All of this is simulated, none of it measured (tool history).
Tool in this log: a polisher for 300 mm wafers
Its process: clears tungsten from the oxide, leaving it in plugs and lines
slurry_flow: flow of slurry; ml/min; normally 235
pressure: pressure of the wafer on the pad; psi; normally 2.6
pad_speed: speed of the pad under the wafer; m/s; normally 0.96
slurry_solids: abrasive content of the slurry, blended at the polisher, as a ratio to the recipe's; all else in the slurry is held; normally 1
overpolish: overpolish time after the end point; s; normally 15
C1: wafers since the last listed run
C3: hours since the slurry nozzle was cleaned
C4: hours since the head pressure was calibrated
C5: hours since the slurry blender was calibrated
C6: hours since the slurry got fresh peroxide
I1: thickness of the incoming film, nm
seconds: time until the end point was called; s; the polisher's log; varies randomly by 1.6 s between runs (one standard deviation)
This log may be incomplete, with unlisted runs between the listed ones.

run 1 hour=0 | slurry_flow=235 pressure=2.6 pad_speed=0.96 slurry_solids=1 overpolish=15 | C1=0 wafers_polished_on_this_pad=219 C3=308.8 C4=685.7 C5=103.9 C6=270.1 | I1=432.4 | seconds=188.3
-- hour=59.7 slurry tank refilled with fresh slurry and peroxide, repeated, since the last time left the tool worse
run 2 hour=94.2 | slurry_flow=235 pressure=2.6 pad_speed=0.96 slurry_solids=1 overpolish=15 | C1=426 wafers_polished_on_this_pad=646 C3=403 C4=779.9 C5=198.1 C6=34.5 | I1=438.5 | seconds=122.2
run 3 hour=187.5 | slurry_flow=235 pressure=2.6 pad_speed=0.96 slurry_solids=1 overpolish=15 | C1=427 wafers_polished_on_this_pad=1073 C3=496.3 C4=873.2 C5=291.4 C6=127.8 | I1=436.9 | seconds=127.5
-- hour=201.4 slurry nozzle cleaned
-- hour=224.4 head pressure recalibrated
run 4 hour=291.2 | slurry_flow=235 pressure=2.6 pad_speed=0.96 slurry_solids=1 overpolish=15 | C1=461 wafers_polished_on_this_pad=1534 C3=89.8 C4=66.8 C5=395.1 C6=231.5 | I1=442.5 | seconds=129.9
run 5 hour=382.8 | slurry_flow=235 pressure=2.6 pad_speed=0.96 slurry_solids=1 overpolish=15 | C1=419 wafers_polished_on_this_pad=1954 C3=181.4 C4=158.4 C5=486.7 C6=323.1 | I1=437.5 | seconds=134.2
-- hour=397 slurry blender recalibrated
run 6 hour=466.3 | slurry_flow=235 pressure=2.6 pad_speed=0.96 slurry_solids=1 overpolish=15 | C1=373 wafers_polished_on_this_pad=2327 C3=264.9 C4=241.9 C5=69.3 C6=406.6 | I1=439.5 | seconds=135.3
-- hour=487.6 worn pad replaced by a new one
run 7 hour=508.9 | slurry_flow=235 pressure=2.6 pad_speed=0.96 slurry_solids=0.8 overpolish=15 | C1=176 wafers_polished_on_this_pad=97 C3=307.5 C4=284.5 C5=111.9 C6=449.2 | I1=441.6 | seconds=143
run 8 hour=571.4 | slurry_flow=235 pressure=2.6 pad_speed=0.96 slurry_solids=0.8 overpolish=15 | C1=286 wafers_polished_on_this_pad=383 C3=370 C4=347 C5=174.4 C6=511.7 | I1=439.2 | seconds=138.7
run 9 hour=642.1 | slurry_flow=235 pressure=2.6 pad_speed=1.24 slurry_solids=1.1 overpolish=19 | C1=323 wafers_polished_on_this_pad=707 C3=440.7 C4=417.7 C5=245.1 C6=582.4 | I1=445.6 | seconds=110
-- hour=647.8 slurry tank refilled with fresh slurry and peroxide
run 10 hour=725 | slurry_flow=260 pressure=3 pad_speed=1.24 slurry_solids=1 overpolish=15 | C1=374 wafers_polished_on_this_pad=1082 C3=523.6 C4=500.6 C5=328 C6=77.2 | I1=436.2 | seconds=88.5
-- hour=758.4 slurry nozzle cleaned
run 11 hour=823.6 | slurry_flow=235 pressure=1.9 pad_speed=0.96 slurry_solids=1 overpolish=15 | C1=446 wafers_polished_on_this_pad=1529 C3=65.2 C4=599.2 C5=426.6 C6=175.8 | I1=445.3 | seconds=176.3
run 12 hour=921 | slurry_flow=265 pressure=2.6 pad_speed=0.8 slurry_solids=1 overpolish=15 | C1=445 wafers_polished_on_this_pad=1975 C3=162.6 C4=696.6 C5=524 C6=273.2 | I1=437.7 | seconds=151.7
-- hour=946.1 slurry blender recalibrated
run 13 hour=975.5 | slurry_flow=235 pressure=2.6 pad_speed=0.96 slurry_solids=1 overpolish=15 | C1=240 wafers_polished_on_this_pad=2215 C3=217.1 C4=751.1 C5=29.4 C6=327.7 | I1=437.8 | seconds=132.8
-- hour=987.4 head pressure recalibrated
-- hour=1021.9 worn pad replaced by a new one
run 14 hour=1038.2 | slurry_flow=235 pressure=2.1 pad_speed=0.74 slurry_solids=1 overpolish=15 | C1=259 wafers_polished_on_this_pad=74 C3=279.8 C4=50.8 C5=92.1 C6=390.4 | I1=436.1 | seconds=203
-- hour=1110.1 slurry tank refilled with fresh slurry and peroxide
run 15 hour=1144.6 | slurry_flow=190 pressure=2.6 pad_speed=1.2 slurry_solids=0.9 overpolish=15 | C1=482 wafers_polished_on_this_pad=557 C3=386.2 C4=157.2 C5=198.5 C6=34.5 | I1=444.3 | seconds=106.6
run 16 hour=1250.3 | slurry_flow=280 pressure=2.6 pad_speed=1.08 slurry_solids=1 overpolish=15 | C1=483 wafers_polished_on_this_pad=1040 C3=491.9 C4=262.9 C5=304.2 C6=140.2 | I1=433.1 | seconds=113.8
-- hour=1349 slurry nozzle cleaned
run 17 hour=1354.4 | slurry_flow=235 pressure=2 pad_speed=1.24 slurry_solids=1.1 overpolish=18 | C1=471 wafers_polished_on_this_pad=1512 C3=5.4 C4=367 C5=408.3 C6=244.3 | I1=431.7 | seconds=134
-- hour=1415.8 slurry blender recalibrated
run 18 hour=1456.7 | slurry_flow=185 pressure=3.4 pad_speed=0.96 slurry_solids=1.3 overpolish=15 | C1=459 wafers_polished_on_this_pad=1972 C3=107.7 C4=469.3 C5=40.9 C6=346.6 | I1=440.7 | seconds=97.6
run 19 hour=1499.9 | slurry_flow=235 pressure=2.6 pad_speed=0.96 slurry_solids=1 overpolish=15 | C1=197 wafers_polished_on_this_pad=2169 C3=150.9 C4=512.5 C5=84.1 C6=389.8 | I1=438.8 | seconds=136.4
run 20 hour=1562.7 | slurry_flow=160 pressure=2.6 pad_speed=0.96 slurry_solids=1.15 overpolish=23 | C1=287 wafers_polished_on_this_pad=2457 C3=213.7 C4=575.3 C5=146.9 C6=452.6 | I1=435.3 | seconds=132
-- hour=1568.7 worn pad replaced by a new one
-- hour=1601.3 slurry tank refilled with fresh slurry and peroxide
run 21 hour=1646.5 | slurry_flow=235 pressure=2.6 pad_speed=0.96 slurry_solids=1 overpolish=15 | C1=360 wafers_polished_on_this_pad=351 C3=297.5 C4=659.1 C5=230.7 C6=45.2 | I1=443.2 | seconds=123.6
run 22 hour=1700.3 | slurry_flow=280 pressure=3.4 pad_speed=0.96 slurry_solids=1 overpolish=15 | C1=246 wafers_polished_on_this_pad=597 C3=351.3 C4=712.9 C5=284.5 C6=99 | I1=435.5 | seconds=94.5
run 23 hour=1781.4 | slurry_flow=160 pressure=1.8 pad_speed=0.96 slurry_solids=1 overpolish=15 | C1=371 wafers_polished_on_this_pad=969 C3=432.4 C4=794 C5=365.6 C6=180.1 | I1=443.3 | seconds=194.7
run 24 hour=1827.2 | slurry_flow=235 pressure=2.6 pad_speed=0.86 slurry_solids=1 overpolish=19 | C1=209 wafers_polished_on_this_pad=1178 C3=478.2 C4=839.8 C5=411.4 C6=225.9 | I1=437.5 | seconds=141.8
-- hour=1892.6 head pressure recalibrated
run 25 hour=1896.9 | slurry_flow=175 pressure=2.3 pad_speed=0.68 slurry_solids=1 overpolish=22 | C1=309 wafers_polished_on_this_pad=1488 C3=547.9 C4=4.3 C5=481.1 C6=295.6 | I1=433.6 | seconds=195.5

Below are 5 alternative next runs, each starting from the tool's condition after run 25. Predict each:
run A hour=1897.4 | slurry_flow=235 pressure=2.6 pad_speed=0.96 slurry_solids=1 overpolish=15 | C1=2 wafers_polished_on_this_pad=1491 C3=548.4 C4=4.8 C5=481.6 C6=296.1 | I1=444.2 | seconds=?
run B hour=1897.4 | slurry_flow=235 pressure=2.6 pad_speed=0.74 slurry_solids=1 overpolish=15 | C1=2 wafers_polished_on_this_pad=1491 C3=548.4 C4=4.8 C5=481.6 C6=296.1 | I1=444.2 | seconds=?
run C hour=1897.4 | slurry_flow=210 pressure=2.6 pad_speed=0.72 slurry_solids=1 overpolish=13 | C1=2 wafers_polished_on_this_pad=1491 C3=548.4 C4=4.8 C5=481.6 C6=296.1 | I1=444.2 | seconds=?
run D hour=1897.4 | slurry_flow=235 pressure=2.6 pad_speed=0.8 slurry_solids=1 overpolish=15 | C1=2 wafers_polished_on_this_pad=1491 C3=548.4 C4=4.8 C5=481.6 C6=296.1 | I1=444.2 | seconds=?
run E hour=1897.4 | slurry_flow=235 pressure=2.6 pad_speed=1.22 slurry_solids=1 overpolish=15 | C1=2 wafers_polished_on_this_pad=1491 C3=548.4 C4=4.8 C5=481.6 C6=296.1 | I1=444.2 | seconds=?

run=A seconds=137.6
run=B seconds=165.9
run=C seconds=170.7
run=D seconds=157.1
run=E seconds=114.6
The same runs, with their run-to-run variation unchanged, on a tool lacking any hidden condition would have given:
run=A seconds=124.2
run=B seconds=149.7
run=C seconds=154
run=D seconds=141.8
run=E seconds=103.4
